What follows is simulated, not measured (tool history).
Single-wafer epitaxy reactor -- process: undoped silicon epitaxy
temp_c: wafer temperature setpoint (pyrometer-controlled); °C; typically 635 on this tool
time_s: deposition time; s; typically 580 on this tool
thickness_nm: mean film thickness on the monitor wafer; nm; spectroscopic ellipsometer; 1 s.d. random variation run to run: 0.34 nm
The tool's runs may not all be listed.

| run | hour | temp_c | time_s | wafers since the last listed run | hours since the last pyrometer calibration | hours since the gauge calibration | read-back reference wafer on the same gauge, thickness_nm | thickness_nm |
|---|---|---|---|---|---|---|---|---|
| 1 | 0 | 635 | 539 | 0 | 1020 | 204.2 | 74.335 | 76.333 |
| 2 | 10.1 | 635 | 580 | 25 | 1030.1 | 214.3 | 74.345 | 82.902 |
| 3 | 17.4 | 635 | 580 | 18 | 1037.4 | 221.6 | 74.317 | 82.713 |
| 4 | 26.7 | 635 | 580 | 23 | 1046.7 | 230.9 | 74.327 | 82.071 |
| 5 | 40 | 635 | 580 | 33 | 1060 | 244.2 | 74.306 | 82.396 |
| 6 | 53.8 | 635 | 580 | 34 | 1073.8 | 258 | 74.327 | 82.477 |
| 7 | 60.9 | 635 | 580 | 17 | 1080.9 | 265.1 | 74.338 | 82.19 |
| 8 | 77.5 | 635 | 580 | 41 | 1097.5 | 281.7 | 74.282 | 82.581 |
| 9 | 85.9 | 629 | 580 | 20 | 1105.9 | 290.1 | 74.316 | 70.876 |
| 10 | 99.6 | 629 | 580 | 34 | 1119.6 | 303.8 | 74.256 | 70.838 |
|  | 115.9 | pyrometer calibrated |
| 11 | 116.4 | 629 | 580 | 21 | 0.5 | 320.6 | 74.319 | 60.501 |
| 12 | 130.5 | 635 | 665 | 35 | 14.6 | 334.7 | 74.316 | 81.872 |
| 13 | 137 | 635 | 665 | 16 | 21.1 | 341.2 | 74.29 | 81.081 |
| 14 | 182.3 | 628 | 580 | 113 | 66.4 | 386.5 | 74.315 | 60.119 |
|  | 184.1 | gauge calibrated |
| 15 | 214.9 | 635 | 669 | 81 | 99 | 30.8 | 74.302 | 85.185 |
| 16 | 225.5 | 622 | 631 | 26 | 109.6 | 41.4 | 74.359 | 56.748 |
| 17 | 242 | 635 | 580 | 41 | 126.1 | 57.9 | 74.348 | 73.742 |
| 18 | 259.1 | 635 | 580 | 42 | 143.2 | 75 | 74.234 | 75.016 |
| 19 | 281.4 | 641 | 541 | 55 | 165.5 | 97.3 | 74.321 | 81.609 |
| 20 | 288.7 | 635 | 580 | 18 | 172.8 | 104.6 | 74.382 | 74.797 |
| 21 | 299.6 | 620 | 480 | 27 | 183.7 | 115.5 | 74.329 | 42.051 |
| 22 | 307.9 | 635 | 545 | 20 | 192 | 123.8 | 74.365 | 70.846 |
| 23 | 316.4 | 626 | 580 | 21 | 200.5 | 132.3 | 74.255 | 59.661 |
| 24 | 330.3 | 635 | 665 | 34 | 214.4 | 146.2 | 74.334 | 87.28 |
| 25 | 340.9 | 640 | 614 | 26 | 225 | 156.8 | 74.367 | 91.972 |
| 26 | 354.4 | 630 | 493 | 33 | 238.5 | 170.3 | 74.286 | 56.64 |

Hidden state or all else? Some run-to-run changes of thickness_nm, split into what the settings, what came in and random variation would give without the hidden state, and what is left for the hidden state (with any gauge scatter that isn't in both results):
What the log doesn't record here: wafer temperature above the value expected at the setpoint (K); gauge reads high (%).
Run 10 -> 11: pyrometer calibrated. thickness_nm -10.337 nm: hidden state -10.056, all else -0.281.
Run 20 -> 21: temp_c 635 -> 620, time_s 580 -> 480. thickness_nm -32.746 nm: hidden state -1.266, all else -31.48.
Run 25 -> 26: temp_c 640 -> 630, time_s 614 -> 493. thickness_nm -35.332 nm: hidden state -1.726, all else -33.606.
